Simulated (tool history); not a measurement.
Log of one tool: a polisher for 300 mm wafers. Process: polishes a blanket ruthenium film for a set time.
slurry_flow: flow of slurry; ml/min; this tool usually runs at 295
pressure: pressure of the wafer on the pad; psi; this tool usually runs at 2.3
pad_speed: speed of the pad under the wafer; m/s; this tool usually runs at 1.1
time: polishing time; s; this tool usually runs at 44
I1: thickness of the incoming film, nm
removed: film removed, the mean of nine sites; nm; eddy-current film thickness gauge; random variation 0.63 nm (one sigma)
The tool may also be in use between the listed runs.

Run 1, day 0: usual settings; I1 248.5. Result: removed 56.5 nm.
Run 2, day 0.629: usual settings; I1 252.9. Result: removed 56.8 nm.
Run 3, day 2.296: usual settings but pressure 1.8 psi; I1 248.8. Result: removed 46.1 nm.
At day 2.421: slurry nozzle cleaned.
Run 4, day 2.546: usual settings but pressure 1.8 psi; I1 246.3. Result: removed 45 nm.
Run 5, day 3.142: usual settings but slurry_flow 240 ml/min; I1 249.8. Result: removed 53.6 nm.
Run 6, day 3.454: usual settings; I1 251.5. Result: removed 54.6 nm.
Run 7, day 4.025: usual settings; I1 245.5. Result: removed 54.2 nm.
Run 8, day 4.479: usual settings; I1 251.1. Result: removed 52.5 nm.
Run 9, day 5.2: usual settings; I1 252.9. Result: removed 52.4 nm.
Run 10, day 5.608: usual settings; I1 249.3. Result: removed 52.2 nm.
At day 6.088: worn pad replaced by a new one.
Run 11, day 6.171: usual settings but slurry_flow 365 ml/min; I1 248.3. Result: removed 58.2 nm.
Run 12, day 6.496: usual settings but pressure 1.9 psi; I1 246.7. Result: removed 48.8 nm.
Run 13, day 7.196: usual settings but pressure 1.9 psi; I1 251.1. Result: removed 49 nm.
Run 14, day 7.462: usual settings but slurry_flow 260 ml/min; I1 250.7. Result: removed 54.2 nm.
Run 15, day 7.779: usual settings but slurry_flow 330 ml/min, pressure 2 psi, pad_speed 0.92 m/s, time 53 s; I1 253.2. Result: removed 51 nm.
Run 16, day 9.658: usual settings; I1 246.7. Result: removed 54.3 nm.
Run 17, day 9.921: usual settings but slurry_flow 220 ml/min, pad_speed 0.84 m/s; I1 252.6. Result: removed 40.8 nm.
Run 18, day 10.388: usual settings but time 36 s; I1 251.2. Result: removed 43.3 nm.
At day 10.7: head pressure recalibrated.
Run 19, day 10.721: usual settings but pad_speed 0.74 m/s; I1 247.6. Result: removed 37.3 nm.
Run 20, day 11.329: usual settings but time 40 s; I1 252.9. Result: removed 48.2 nm.
At day 11.917: worn pad replaced by a new one.
Run 21, day 11.938: usual settings but slurry_flow 200 ml/min, pad_speed 0.98 m/s; I1 255. Result: removed 49.1 nm.
Run 22, day 12.317: usual settings but slurry_flow 265 ml/min, pressure 2.7 psi, pad_speed 0.84 m/s, time 38 s; I1 252.9. Result: removed 44.4 nm.
Run 23, day 12.958: usual settings; I1 248. Result: removed 57.1 nm.

Run 24, settings as shown, results not yet in. Your forecast:
Run 24, day 13.562: usual settings; I1 246.3. Result: removed ?.

removed: 55.3 nm
Had the tool carried no hidden state, the very same run would have given removed 57.4 nm.

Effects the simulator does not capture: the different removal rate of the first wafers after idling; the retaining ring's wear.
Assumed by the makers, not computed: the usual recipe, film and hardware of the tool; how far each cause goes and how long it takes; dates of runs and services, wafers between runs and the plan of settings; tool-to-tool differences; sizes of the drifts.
